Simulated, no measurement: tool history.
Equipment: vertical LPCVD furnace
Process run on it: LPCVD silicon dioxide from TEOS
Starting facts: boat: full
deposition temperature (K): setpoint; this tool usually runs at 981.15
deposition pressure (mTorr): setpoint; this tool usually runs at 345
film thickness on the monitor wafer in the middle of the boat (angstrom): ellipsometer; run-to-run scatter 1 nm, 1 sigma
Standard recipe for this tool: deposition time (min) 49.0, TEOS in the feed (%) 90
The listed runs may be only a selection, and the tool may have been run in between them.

run,hour,deposition temperature (K),deposition pressure (mTorr),deposition time (min),TEOS in the feed (%),wafers since the last listed run,hours since the last temperature calibration,hours since the pressure gauge was zeroed,hours since the TEOS flow controller was replaced,hours since the gauge calibration,"read-back reference wafer on the same gauge, thickness",film thickness on the monitor wafer in the middle of the boat (angstrom)
1,0.0,981.15,345,49.0,90,0,1886.1,5145.2,2343.2,95.2,419.08,5459.0
2,6.3,981.15,345,49.0,90,116,1892.4,5151.5,2349.5,101.5,419.35,5460.3
3,12.9,981.15,345,35.0,90,122,1899.0,5158.1,2356.1,108.1,419.02,3907.7
4,30.3,990.15,345,49.0,90,321,1916.4,5175.5,2373.5,125.5,419.05,6706.3
5,37.4,981.15,345,49.0,90,131,1923.5,5182.6,2380.6,132.6,419.02,5458.4
# hour 72.4: thermocouples replaced and temperature profile calibrated
6,74.7,981.15,345,49.0,97,246,2.3,5219.9,2417.9,169.9,418.85,5991.1
# hour 88.5: gauge calibrated
# hour 109.0: thermocouples replaced and temperature profile calibrated, repeated, since the last time left the tool worse
7,109.5,979.15,345,49.0,90,199,0.5,5254.7,2452.7,21.0,419.08,4954.4
8,113.1,979.15,345,49.0,90,7,4.1,5258.3,2456.3,24.6,419.12,4953.1
9,116.7,989.15,345,40.5,90,0,7.7,5261.9,2459.9,28.2,419.07,5142.5
# hour 133.9: TEOS flow controller replaced
10,134.4,981.15,285,49.0,90,8,25.4,5279.6,0.5,45.9,419.44,4736.3
11,138.0,974.15,370,43.0,90,66,29.0,5283.2,4.1,49.5,418.80,3999.2
# hour 180.6: pressure gauge zeroed
12,181.1,991.15,345,49.0,82,353,72.1,0.5,47.2,92.6,418.95,6200.4
13,184.7,981.15,345,49.0,90,66,75.7,4.1,50.8,96.2,419.41,5205.2
14,196.2,981.15,345,49.0,90,212,87.2,15.6,62.3,107.7,419.02,5193.7
15,203.1,976.15,345,68.5,90,127,94.1,22.5,69.2,114.6,419.13,6480.4
16,213.6,981.15,410,39.5,90,194,104.6,33.0,79.7,125.1,419.13,4569.9
17,228.4,991.15,265,60.0,90,273,119.4,47.8,94.5,139.9,418.69,6984.9

Each row is a separate what-if for the run after 17, all from the same tool condition, not one after another. Results?
A,232.1,981.15,345,49.0,90,68,123.1,51.5,98.2,143.6,?,?
B,232.1,986.15,345,40.0,97,68,123.1,51.5,98.2,143.6,?,?
C,232.1,986.15,370,49.0,97,68,123.1,51.5,98.2,143.6,?,?
D,232.1,988.15,320,61.0,97,68,123.1,51.5,98.2,143.6,?,?
E,232.1,970.15,405,41.0,90,68,123.1,51.5,98.2,143.6,?,?

run,"read-back reference wafer on the same gauge, thickness",film thickness on the monitor wafer in the middle of the boat (angstrom)
A,419.03,5210.6
B,419.03,4947.5
C,419.03,6276.5
D,419.03,7602.0
E,419.03,3663.2
The same runs, with their run-to-run variation unchanged, on a tool lacking any hidden condition would have given:
run,film thickness on the monitor wafer in the middle of the boat (angstrom)
A,5154.9
B,4895.2
C,6210.1
D,7522.0
E,3623.2
